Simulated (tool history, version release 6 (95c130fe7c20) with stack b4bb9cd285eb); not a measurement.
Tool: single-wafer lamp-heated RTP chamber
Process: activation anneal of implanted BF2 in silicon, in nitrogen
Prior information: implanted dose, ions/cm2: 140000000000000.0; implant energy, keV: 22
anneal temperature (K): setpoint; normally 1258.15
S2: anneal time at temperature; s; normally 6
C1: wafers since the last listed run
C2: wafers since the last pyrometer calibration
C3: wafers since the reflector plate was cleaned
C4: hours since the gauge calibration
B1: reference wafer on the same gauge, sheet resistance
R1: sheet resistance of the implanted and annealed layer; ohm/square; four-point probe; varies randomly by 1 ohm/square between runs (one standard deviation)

Run 1, hour 0: usual settings; C1 0; C2 6957; C3 3717; C4 306.9; B1 635.06. Result: R1 703.34 ohm/square.
Run 2, hour 11: usual settings; C1 149; C2 7107; C3 3867; C4 317.9; B1 635.1. Result: R1 703.5 ohm/square.
Run 3, hour 27.7: usual settings; C1 227; C2 7335; C3 4094; C4 334.6; B1 635.1. Result: R1 704.67 ohm/square.
Run 4, hour 43.6: usual settings; C1 216; C2 7551; C3 4311; C4 350.5; B1 635.6. Result: R1 705.56 ohm/square.
Run 5, hour 52.6: usual settings; C1 122; C2 7674; C3 4433; C4 359.5; B1 635.72. Result: R1 705.15 ohm/square.
Run 6, hour 66.4: usual settings; C1 187; C2 7862; C3 4621; C4 373.3; B1 635.48. Result: R1 706.15 ohm/square.
Run 7, hour 84.4: usual settings; C1 245; C2 8107; C3 4866; C4 391.3; B1 635.6. Result: R1 705.06 ohm/square.
Run 8, hour 96.8: usual settings; C1 168; C2 8276; C3 5035; C4 403.7; B1 636.04. Result: R1 705.82 ohm/square.
Run 9, hour 105.1: usual settings; C1 113; C2 8389; C3 5148; C4 412; B1 635.98. Result: R1 704.48 ohm/square.
Run 10, hour 112.1: usual settings; C1 95; C2 8484; C3 5244; C4 419; B1 635.89. Result: R1 704.04 ohm/square.
Run 11, hour 128.1: usual settings; C1 217; C2 8702; C3 5462; C4 435; B1 635.91. Result: R1 704.15 ohm/square.
At hour 130.7: gauge calibrated.
At hour 141: pyrometer window cleaned and pyrometer calibrated.
Run 12, hour 141.5: usual settings; C1 73; C2 7; C3 5535; C4 10.8; B1 625.53. Result: R1 694.03 ohm/square.
Run 13, hour 144.2: usual settings; C1 36; C2 43; C3 5572; C4 13.5; B1 626.07. Result: R1 692.69 ohm/square.
Run 14, hour 159.3: usual settings; C1 205; C2 249; C3 5778; C4 28.6; B1 627.46. Result: R1 695.1 ohm/square.
Run 15, hour 174.5: usual settings; C1 207; C2 456; C3 5985; C4 43.8; B1 628.17. Result: R1 696.04 ohm/square.
Run 16, hour 182.7: usual settings; C1 111; C2 568; C3 6096; C4 52; B1 628.56. Result: R1 696.14 ohm/square.
At hour 197.2: reflector plate cleaned.
Run 17, hour 197.7: usual settings but anneal temperature (K) 1287.15, S2 3 s; C1 95; C2 663; C3 6; C4 67; B1 628.9. Result: R1 691.29 ohm/square.
Run 18, hour 198.1: usual settings but anneal temperature (K) 1232.15, S2 9 s; C1 5; C2 669; C3 12; C4 67.4; B1 629.14. Result: R1 717.63 ohm/square.
Run 19, hour 211: usual settings but S2 9 s; C1 175; C2 844; C3 187; C4 80.3; B1 629.99. Result: R1 696.09 ohm/square.
Run 20, hour 219.2: usual settings but anneal temperature (K) 1275.15, S2 8 s; C1 111; C2 956; C3 299; C4 88.5; B1 630.01. Result: R1 691.38 ohm/square.
Run 21, hour 233.1: usual settings but anneal temperature (K) 1269.15, S2 9 s; C1 189; C2 1145; C3 488; C4 102.4; B1 630.56. Result: R1 692.52 ohm/square.
Run 22, hour 240.8: usual settings but anneal temperature (K) 1243.15, S2 3 s; C1 104; C2 1250; C3 593; C4 110.1; B1 631.07. Result: R1 713.33 ohm/square.
Run 23, hour 255.7: usual settings but S2 5 s; C1 202; C2 1453; C3 796; C4 125; B1 631.48. Result: R1 700.22 ohm/square.
Run 24, hour 262.2: usual settings but anneal temperature (K) 1231.15; C1 88; C2 1542; C3 885; C4 131.5; B1 631.8. Result: R1 722.23 ohm/square.
Run 25, hour 297: usual settings; C1 474; C2 2016; C3 1359; C4 166.3; B1 632.73. Result: R1 702.63 ohm/square.
Run 26, hour 311.4: usual settings but anneal temperature (K) 1268.15, S2 3 s; C1 196; C2 2212; C3 1555; C4 180.7; B1 632.87. Result: R1 701.52 ohm/square.
Run 27, hour 324.8: usual settings but anneal temperature (K) 1286.15; C1 182; C2 2394; C3 1737; C4 194.1; B1 633.17. Result: R1 694.73 ohm/square.
Run 28, hour 338: usual settings but S2 3 s; C1 179; C2 2574; C3 1917; C4 207.3; B1 633.43. Result: R1 705.48 ohm/square.
Run 29, hour 355.1: usual settings but anneal temperature (K) 1285.15, S2 9 s; C1 232; C2 2807; C3 2150; C4 224.4; B1 633.86. Result: R1 692.8 ohm/square.

Below, some changes in R1 between adjacent runs. For each, the amount present without the hidden state too (settings, incoming material, random variation) and the amount remaining for the hidden state with gauge scatter not shared by both compared results:
Hidden state present: true wafer temperature minus pyrometer reading, K; wafer temperature error from the tarnished reflector plate, K; gauge reads high (%).
Run 11 -> 12: gauge calibrated, pyrometer window cleaned and pyrometer calibrated. R1 -10.12 ohm/square: hidden state -11.11, all else +0.99.
Run 13 -> 14: no setting changed, nothing entered. R1 +2.41 ohm/square: hidden state +1.15, all else +1.26.
Run 17 -> 18: anneal temperature (K) 1287.15 -> 1232.15, S2 3 -> 9. R1 +26.34 ohm/square: hidden state +0.23, all else +26.11.
Run 23 -> 24: anneal temperature (K) 1258.15 -> 1231.15, S2 5 -> 6. R1 +22.01 ohm/square: hidden state +0.48, all else +21.53.

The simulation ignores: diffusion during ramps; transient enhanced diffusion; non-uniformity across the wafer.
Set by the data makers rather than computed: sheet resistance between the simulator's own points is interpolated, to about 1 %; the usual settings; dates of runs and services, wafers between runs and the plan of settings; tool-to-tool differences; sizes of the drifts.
